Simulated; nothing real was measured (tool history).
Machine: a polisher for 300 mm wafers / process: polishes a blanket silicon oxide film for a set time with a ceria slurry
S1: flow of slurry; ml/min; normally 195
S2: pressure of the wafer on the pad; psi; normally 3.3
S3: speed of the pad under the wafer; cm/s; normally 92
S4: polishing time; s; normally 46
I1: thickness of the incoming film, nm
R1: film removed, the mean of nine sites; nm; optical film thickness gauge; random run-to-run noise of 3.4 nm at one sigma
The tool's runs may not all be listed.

Run 1, hour 0.0: usual settings; I1 1723.2. Result: R1 211.8 nm.
Run 2, hour 34.6: usual settings but S2 2.8 psi; I1 1720.8. Result: R1 187.3 nm.
Run 3, hour 65.9: usual settings but S2 2.8 psi; I1 1683.4. Result: R1 185.6 nm.
At hour 86.8: worn pad replaced by a new one.
Run 4, hour 97.1: usual settings but S2 2.4 psi; I1 1699.8. Result: R1 167.8 nm.
Run 5, hour 112.0: usual settings; I1 1723.8. Result: R1 214.2 nm.
Run 6, hour 147.2: usual settings but S4 54 s; I1 1690.0. Result: R1 246.4 nm.
Run 7, hour 171.1: usual settings but S4 54 s; I1 1686.9. Result: R1 249.8 nm.
At hour 182.9: head pressure recalibrated.
Run 8, hour 189.5: usual settings but S1 165 ml/min; I1 1722.2. Result: R1 230.1 nm.
At hour 206.1: worn pad replaced by a new one.
Run 9, hour 289.5: usual settings; I1 1700.1. Result: R1 236.4 nm.
At hour 316.9: worn pad replaced by a new one.
Run 10, hour 319.9: usual settings; I1 1714.0. Result: R1 230.0 nm.
Run 11, hour 350.8: usual settings but S4 54 s; I1 1709.1. Result: R1 281.6 nm.
Run 12, hour 373.9: usual settings but S1 135 ml/min, S3 66 cm/s, S4 57 s; I1 1737.7. Result: R1 196.9 nm.
Run 13, hour 393.2: usual settings but S3 76 cm/s; I1 1703.0. Result: R1 195.8 nm.
At hour 410.5: slurry nozzle cleaned.
Run 14, hour 417.4: usual settings; I1 1731.8. Result: R1 231.1 nm.
At hour 425.1: worn pad replaced by a new one.
Run 15, hour 433.9: usual settings but S3 112 cm/s; I1 1734.7. Result: R1 276.0 nm.
Run 16, hour 453.7: usual settings; I1 1676.5. Result: R1 231.7 nm.
Run 17, hour 469.7: usual settings but S1 230 ml/min, S2 2.6 psi, S3 72 cm/s, S4 38 s; I1 1705.7. Result: R1 121.2 nm.
Run 18, hour 503.2: usual settings; I1 1737.3. Result: R1 228.9 nm.
At hour 519.8: worn pad replaced by a new one.
Run 19, hour 520.3: usual settings but S1 220 ml/min, S3 112 cm/s, S4 32 s; I1 1685.2. Result: R1 195.8 nm.
Run 20, hour 539.3: usual settings but S2 4.2 psi, S3 74 cm/s, S4 59 s; I1 1720.6. Result: R1 288.8 nm.

Below are 3 alternative next runs, each starting from the tool's condition after run 20. Predict each:
Run A, hour 539.7: usual settings but S1 235 ml/min; I1 1722.1. Result: R1 ?.
Run B, hour 539.7: usual settings but S2 3.9 psi, S3 122 cm/s; I1 1722.1. Result: R1 ?.
Run C, hour 539.7: usual settings but S3 82 cm/s, S4 58 s; I1 1722.1. Result: R1 ?.

run     R1
  A  233.0
  B  347.6
  C  257.1
Without the tool's unlogged condition, the same runs would have read:
run     R1
  A  239.9
  B  357.9
  C  264.7

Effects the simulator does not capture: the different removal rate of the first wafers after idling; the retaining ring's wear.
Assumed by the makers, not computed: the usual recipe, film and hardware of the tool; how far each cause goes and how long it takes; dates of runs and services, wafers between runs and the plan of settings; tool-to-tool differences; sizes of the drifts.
